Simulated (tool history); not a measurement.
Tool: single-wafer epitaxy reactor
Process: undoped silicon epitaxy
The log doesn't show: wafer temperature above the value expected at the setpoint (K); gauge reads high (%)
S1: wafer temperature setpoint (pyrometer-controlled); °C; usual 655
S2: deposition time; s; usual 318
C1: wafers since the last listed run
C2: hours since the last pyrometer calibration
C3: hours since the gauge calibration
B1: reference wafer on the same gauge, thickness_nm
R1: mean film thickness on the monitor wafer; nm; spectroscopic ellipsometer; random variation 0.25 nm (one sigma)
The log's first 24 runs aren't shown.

run 25 hour=2194.7 | S1=648 S2=348 | C1=906 C2=2846.6 C3=4082.3 | B1=67.757 | R1=53.264
run 26 hour=2264.1 | S1=655 S2=318 | C1=290 C2=2916.0 C3=4151.7 | B1=67.802 | R1=56.950
run 27 hour=2361.5 | S1=641 S2=260 | C1=407 C2=3013.4 C3=4249.1 | B1=67.799 | R1=34.816
-- hour=2444.7 pyrometer calibrated
run 28 hour=2445.2 | S1=651 S2=318 | C1=316 C2=0.5 C3=4332.8 | B1=67.929 | R1=53.383
run 29 hour=2513.4 | S1=647 S2=286 | C1=285 C2=68.7 C3=4401.0 | B1=67.907 | R1=44.422
run 30 hour=2611.4 | S1=668 S2=352 | C1=410 C2=166.7 C3=4499.0 | B1=67.884 | R1=83.545
run 31 hour=2671.3 | S1=670 S2=372 | C1=250 C2=226.6 C3=4558.9 | B1=67.927 | R1=90.976
run 32 hour=2751.9 | S1=667 S2=370 | C1=337 C2=307.2 C3=4639.5 | B1=67.909 | R1=86.171
run 33 hour=2835.5 | S1=655 S2=362 | C1=349 C2=390.8 C3=4723.1 | B1=67.762 | R1=65.783
-- hour=2841.2 gauge calibrated
run 34 hour=2930.7 | S1=646 S2=318 | C1=398 C2=486.0 C3=89.5 | B1=67.720 | R1=47.776
run 35 hour=2977.0 | S1=655 S2=318 | C1=193 C2=532.3 C3=135.8 | B1=67.761 | R1=57.480
run 36 hour=3044.6 | S1=655 S2=318 | C1=282 C2=599.9 C3=203.4 | B1=67.809 | R1=57.667
run 37 hour=3139.0 | S1=642 S2=346 | C1=395 C2=694.3 C3=297.8 | B1=67.838 | R1=47.860
run 38 hour=3183.5 | S1=644 S2=373 | C1=186 C2=738.8 C3=342.3 | B1=67.808 | R1=53.724
run 39 hour=3231.9 | S1=647 S2=291 | C1=202 C2=787.2 C3=390.7 | B1=67.687 | R1=44.492
run 40 hour=3282.0 | S1=655 S2=318 | C1=209 C2=837.3 C3=440.8 | B1=67.912 | R1=57.026
run 41 hour=3323.3 | S1=663 S2=357 | C1=172 C2=878.6 C3=482.1 | B1=67.788 | R1=75.830
run 42 hour=3383.9 | S1=668 S2=337 | C1=253 C2=939.2 C3=542.7 | B1=67.803 | R1=78.980
run 43 hour=3446.6 | S1=648 S2=352 | C1=262 C2=1001.9 C3=605.4 | B1=67.740 | R1=55.015
run 44 hour=3506.2 | S1=650 S2=359 | C1=249 C2=1061.5 C3=665.0 | B1=67.768 | R1=58.410
run 45 hour=3549.4 | S1=649 S2=295 | C1=180 C2=1104.7 C3=708.2 | B1=67.727 | R1=46.642
run 46 hour=3607.6 | S1=648 S2=260 | C1=243 C2=1162.9 C3=766.4 | B1=67.781 | R1=40.507
run 47 hour=3666.3 | S1=651 S2=318 | C1=245 C2=1221.6 C3=825.1 | B1=67.806 | R1=52.223

4 ways to go on from here, each from the tool as it stands after run 47. What would each give?
run A hour=3666.8 | S1=655 S2=343 | C1=2 C2=1222.1 C3=825.6 | B1=? | R1=?
run B hour=3666.8 | S1=659 S2=258 | C1=2 C2=1222.1 C3=825.6 | B1=? | R1=?
run C hour=3666.8 | S1=663 S2=263 | C1=2 C2=1222.1 C3=825.6 | B1=? | R1=?
run D hour=3666.8 | S1=649 S2=366 | C1=2 C2=1222.1 C3=825.6 | B1=? | R1=?

run=A B1=67.735 R1=61.577
run=B B1=67.735 R1=50.263
run=C B1=67.735 R1=55.565
run=D B1=67.735 R1=58.050
Without the tool's hidden state the same runs would have given:
run=A R1=62.688
run=B R1=51.162
run=C R1=56.551
run=D R1=59.110
